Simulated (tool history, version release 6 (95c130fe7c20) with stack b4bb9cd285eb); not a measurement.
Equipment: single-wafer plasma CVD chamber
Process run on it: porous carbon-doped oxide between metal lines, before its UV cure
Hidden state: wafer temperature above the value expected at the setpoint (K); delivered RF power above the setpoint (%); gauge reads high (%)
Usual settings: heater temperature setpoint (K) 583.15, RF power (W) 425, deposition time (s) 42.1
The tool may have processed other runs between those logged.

run,hour,heater temperature setpoint (K),RF power (W),deposition time (s),wafers since the last listed run,hours since the last thermocouple change,hours since the last RF generator calibration,hours since the showerhead was replaced,hours since the gauge calibration,"read-back reference wafer on the same gauge, thickness_nm",mean film thickness on the monitor wafer (Å)
1,0.0,583.15,425,42.1,0,1186.9,877.0,4511.8,1129.4,156.870,1775.90
# hour 31.6: RF generator calibrated
2,95.9,573.15,370,42.1,2166,1282.8,64.3,4607.7,1225.3,157.041,1783.83
3,182.1,573.15,370,42.1,2124,1369.0,150.5,4693.9,1311.5,157.153,1786.49
4,242.8,583.15,425,42.1,1495,1429.7,211.2,4754.6,1372.2,157.035,1929.65
5,328.6,583.15,425,42.1,2114,1515.5,297.0,4840.4,1458.0,157.022,1931.55
6,386.6,583.15,425,42.1,1429,1573.5,355.0,4898.4,1516.0,156.926,1909.23
7,438.7,583.15,425,42.1,1283,1625.6,407.1,4950.5,1568.1,156.993,1912.06
8,518.6,576.15,425,42.1,1969,1705.5,487.0,5030.4,1648.0,156.849,1997.69
9,556.6,576.15,425,42.1,936,1743.5,525.0,5068.4,1686.0,157.095,1965.01
10,606.8,583.15,425,42.1,1237,1793.7,575.2,5118.6,1736.2,157.080,1903.23
11,705.4,583.15,425,42.1,2429,1892.3,673.8,5217.2,1834.8,157.183,1846.85
12,770.5,583.15,425,42.1,1604,1957.4,738.9,5282.3,1899.9,156.997,1864.11
13,846.5,589.15,425,42.1,1872,2033.4,814.9,5358.3,1975.9,156.941,1784.39
14,908.4,583.15,425,36.5,1525,2095.3,876.8,5420.2,2037.8,156.911,1571.60
# hour 917.0: thermocouple changed; heater temperature recalibrated
# hour 969.3: RF generator calibrated
15,1015.4,583.15,425,42.1,2242,98.4,46.1,5527.2,2144.8,157.120,1918.03
16,1058.5,583.15,425,42.1,1062,141.5,89.2,5570.3,2187.9,157.015,1929.53
17,1105.9,589.15,425,49.2,1168,188.9,136.6,5617.7,2235.3,156.851,2175.09
18,1205.1,589.15,345,42.1,2444,288.1,235.8,5716.9,2334.5,157.171,1508.85
19,1254.0,583.15,425,42.1,1205,337.0,284.7,5765.8,2383.4,156.824,1929.84
# hour 1448.1: showerhead replaced
20,1503.0,593.15,350,37.9,5939,586.0,533.7,54.9,2632.4,157.106,1320.46
21,1582.8,594.15,510,46.2,1966,665.8,613.5,134.7,2712.2,156.976,2300.49
22,1627.0,583.15,425,42.1,1089,710.0,657.7,178.9,2756.4,156.850,1846.62
# hour 1629.0: gauge calibrated
23,1674.9,583.15,425,42.1,1180,757.9,705.6,226.8,45.9,156.967,1867.87
24,1774.5,583.15,425,37.0,2454,857.5,805.2,326.4,145.5,156.999,1603.08
25,1848.7,583.15,425,42.1,1828,931.7,879.4,400.6,219.7,157.228,1809.22
# hour 1874.3: RF generator calibrated
26,1908.9,583.15,425,42.1,1286,991.9,34.6,460.8,279.9,156.915,1918.32
27,2016.5,583.15,480,39.1,2651,1099.5,142.2,568.4,387.5,157.036,1993.41
28,2069.2,583.15,425,42.1,1298,1152.2,194.9,621.1,440.2,156.888,1922.46
29,2159.9,577.15,425,42.1,2235,1242.9,285.6,711.8,530.9,156.786,1988.35
30,2229.8,572.15,425,44.6,1722,1312.8,355.5,781.7,600.8,156.964,2171.91
31,2267.5,583.15,425,42.1,929,1350.5,393.2,819.4,638.5,157.186,1912.56
32,2334.0,577.15,345,46.3,1638,1417.0,459.7,885.9,705.0,156.989,1734.38

5 ways to go on from here, each from the tool as it stands after run 32. What would each give?
A,2334.4,583.15,425,42.1,9,1417.4,460.1,886.3,705.4,?,?
B,2334.4,589.15,425,47.8,9,1417.4,460.1,886.3,705.4,?,?
C,2334.4,591.15,425,48.1,9,1417.4,460.1,886.3,705.4,?,?
D,2334.4,594.15,455,42.1,9,1417.4,460.1,886.3,705.4,?,?
E,2334.4,583.15,460,45.7,9,1417.4,460.1,886.3,705.4,?,?

run,"read-back reference wafer on the same gauge, thickness_nm",mean film thickness on the monitor wafer (Å)
A,157.093,1913.58
B,157.093,2096.74
C,157.093,2087.07
D,157.093,1925.85
E,157.093,2236.58
What these runs would have given with no unlogged condition in the tool:
run,mean film thickness on the monitor wafer (Å)
A,1955.82
B,2143.03
C,2133.15
D,1964.97
E,2279.45
